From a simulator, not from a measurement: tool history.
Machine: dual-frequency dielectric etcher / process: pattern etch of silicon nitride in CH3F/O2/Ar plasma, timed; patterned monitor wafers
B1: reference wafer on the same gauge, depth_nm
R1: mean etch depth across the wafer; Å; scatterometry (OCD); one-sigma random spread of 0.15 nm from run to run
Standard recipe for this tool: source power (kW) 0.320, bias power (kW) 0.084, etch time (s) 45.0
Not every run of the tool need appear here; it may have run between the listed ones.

run 1 hour=0.0 | source_power_(kW)=0.320 bias_power_(kW)=0.084 etch_time_(s)=36.5 | B1=27.53 | R1=255.1
run 2 hour=38.0 | source_power_(kW)=0.320 bias_power_(kW)=0.084 etch_time_(s)=36.5 | B1=27.50 | R1=256.4
run 3 hour=88.7 | source_power_(kW)=0.320 bias_power_(kW)=0.084 etch_time_(s)=36.5 | B1=27.51 | R1=255.3
run 4 hour=129.4 | source_power_(kW)=0.320 bias_power_(kW)=0.084 etch_time_(s)=39.5 | B1=27.50 | R1=274.0
run 5 hour=198.6 | source_power_(kW)=0.320 bias_power_(kW)=0.084 etch_time_(s)=39.5 | B1=27.46 | R1=274.4
run 6 hour=246.9 | source_power_(kW)=0.320 bias_power_(kW)=0.084 etch_time_(s)=39.5 | B1=27.53 | R1=270.9
run 7 hour=316.5 | source_power_(kW)=0.320 bias_power_(kW)=0.084 etch_time_(s)=37.5 | B1=27.54 | R1=257.2
run 8 hour=387.8 | source_power_(kW)=0.320 bias_power_(kW)=0.084 etch_time_(s)=37.5 | B1=27.51 | R1=255.7
-- hour=432.2 wet clean of the chamber
run 9 hour=433.5 | source_power_(kW)=0.320 bias_power_(kW)=0.097 etch_time_(s)=45.0 | B1=27.43 | R1=338.9
-- hour=445.2 source power generator calibrated
run 10 hour=504.0 | source_power_(kW)=0.320 bias_power_(kW)=0.097 etch_time_(s)=45.0 | B1=27.50 | R1=339.4
run 11 hour=535.3 | source_power_(kW)=0.320 bias_power_(kW)=0.097 etch_time_(s)=45.0 | B1=27.48 | R1=335.5
-- hour=570.4 upper electrode replaced
-- hour=592.7 gauge calibrated
run 12 hour=606.7 | source_power_(kW)=0.320 bias_power_(kW)=0.084 etch_time_(s)=36.5 | B1=27.53 | R1=255.3
run 13 hour=663.8 | source_power_(kW)=0.250 bias_power_(kW)=0.076 etch_time_(s)=45.0 | B1=27.48 | R1=288.4
run 14 hour=713.4 | source_power_(kW)=0.320 bias_power_(kW)=0.084 etch_time_(s)=51.5 | B1=27.56 | R1=358.3
run 15 hour=777.6 | source_power_(kW)=0.270 bias_power_(kW)=0.084 etch_time_(s)=41.0 | B1=27.51 | R1=272.9
run 16 hour=832.9 | source_power_(kW)=0.320 bias_power_(kW)=0.084 etch_time_(s)=52.5 | B1=27.52 | R1=366.8
run 17 hour=871.9 | source_power_(kW)=0.320 bias_power_(kW)=0.067 etch_time_(s)=45.0 | B1=27.47 | R1=287.7
-- hour=878.9 bias power generator calibrated
run 18 hour=938.9 | source_power_(kW)=0.370 bias_power_(kW)=0.093 etch_time_(s)=52.5 | B1=27.49 | R1=388.1
-- hour=966.9 wet clean of the chamber
run 19 hour=1010.4 | source_power_(kW)=0.280 bias_power_(kW)=0.084 etch_time_(s)=45.0 | B1=27.48 | R1=309.9
run 20 hour=1080.1 | source_power_(kW)=0.340 bias_power_(kW)=0.099 etch_time_(s)=45.0 | B1=27.46 | R1=343.0
run 21 hour=1160.8 | source_power_(kW)=0.320 bias_power_(kW)=0.084 etch_time_(s)=45.0 | B1=27.51 | R1=315.6
run 22 hour=1231.8 | source_power_(kW)=0.320 bias_power_(kW)=0.090 etch_time_(s)=41.0 | B1=27.55 | R1=292.4

Below are 4 alternative next runs, each starting from the tool's condition after run 22. Predict each:
run A hour=1232.2 | source_power_(kW)=0.320 bias_power_(kW)=0.076 etch_time_(s)=45.0 | B1=? | R1=?
run B hour=1232.2 | source_power_(kW)=0.350 bias_power_(kW)=0.089 etch_time_(s)=34.5 | B1=? | R1=?
run C hour=1232.2 | source_power_(kW)=0.370 bias_power_(kW)=0.084 etch_time_(s)=45.0 | B1=? | R1=?
run D hour=1232.2 | source_power_(kW)=0.300 bias_power_(kW)=0.084 etch_time_(s)=45.0 | B1=? | R1=?

run=A B1=27.50 R1=302.4
run=B B1=27.50 R1=250.2
run=C B1=27.50 R1=324.6
run=D B1=27.50 R1=307.8
With the hidden condition removed and each run's random variation left untouched, the same runs would have given:
run=A R1=308.2
run=B R1=255.0
run=C R1=330.8
run=D R1=313.7

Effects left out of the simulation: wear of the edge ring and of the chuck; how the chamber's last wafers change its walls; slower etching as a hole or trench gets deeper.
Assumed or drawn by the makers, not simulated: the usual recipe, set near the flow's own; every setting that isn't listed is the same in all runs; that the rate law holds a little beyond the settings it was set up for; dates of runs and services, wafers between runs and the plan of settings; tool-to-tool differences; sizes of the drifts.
